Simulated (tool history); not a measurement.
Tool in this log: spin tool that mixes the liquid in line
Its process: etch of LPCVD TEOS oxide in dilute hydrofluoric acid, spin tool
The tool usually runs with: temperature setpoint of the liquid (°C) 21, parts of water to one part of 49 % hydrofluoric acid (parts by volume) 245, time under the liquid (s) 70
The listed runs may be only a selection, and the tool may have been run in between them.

run,hour,temperature setpoint of the liquid (°C),parts of water to one part of 49 % hydrofluoric acid (parts by volume),time under the liquid (s),"read-back film thickness of the LPCVD TEOS oxide reference wafer, read on the same gauge (nm)",thickness taken off the LPCVD TEOS oxide on a monitor wafer (nm)
1,0,25,245,70,90.034,4.211
2,57,21,245,70,89.985,3.628
3,102.7,21,245,70,89.997,3.637
4,129,21,275,55,89.993,2.467
5,167.6,21,245,70,90.004,3.592
6,227.7,21,245,70,90.018,3.595
7,272,21,245,70,89.978,3.568
8,337.7,21,245,70,90.031,3.536
9,370.7,21,245,70,89.99,3.55
10,430.1,21,245,70,89.995,3.492
# hour 445.6: hydrofluoric acid flow meter replaced
# hour 452.1: gauge calibrated
11,488.4,21,245,70,90.016,4.144
12,527.3,21,245,70,90.014,4.121
13,598.7,18,185,40,90.05,2.945
14,627,17,245,70,90.042,3.611
15,687.2,21,245,85,90.03,4.974
# hour 692.7: thermometer replaced
16,717.1,25.5,245,45,89.98,3.093
17,744.6,21,275,55,89.976,2.766
18,809.9,17.5,245,70,90.042,3.578
19,835.1,21,245,70,89.999,4.043
20,859.8,25.5,305,105,90.008,5.419
21,890.9,21,190,30,89.954,2.36
22,958.3,18.5,355,70,90.015,2.278
23,1018.9,21,245,70,89.928,3.963

For each run, what was the tool's unlogged condition?
liquid colder than its thermometer reads (K): 0 at every run
gauge reads high (%): 0 at every run
H1: hydrofluoric acid flow below the setpoint (%)
run,H1
1,9.95
2,10.3
3,10.6
4,10.8
5,11.1
6,11.5
7,11.7
8,12.2
9,12.4
10,12.8
11,0.354
12,0.611
13,1.08
14,1.27
15,1.67
16,1.87
17,2.05
18,2.48
19,2.65
20,2.81
21,3.02
22,3.46
23,3.86
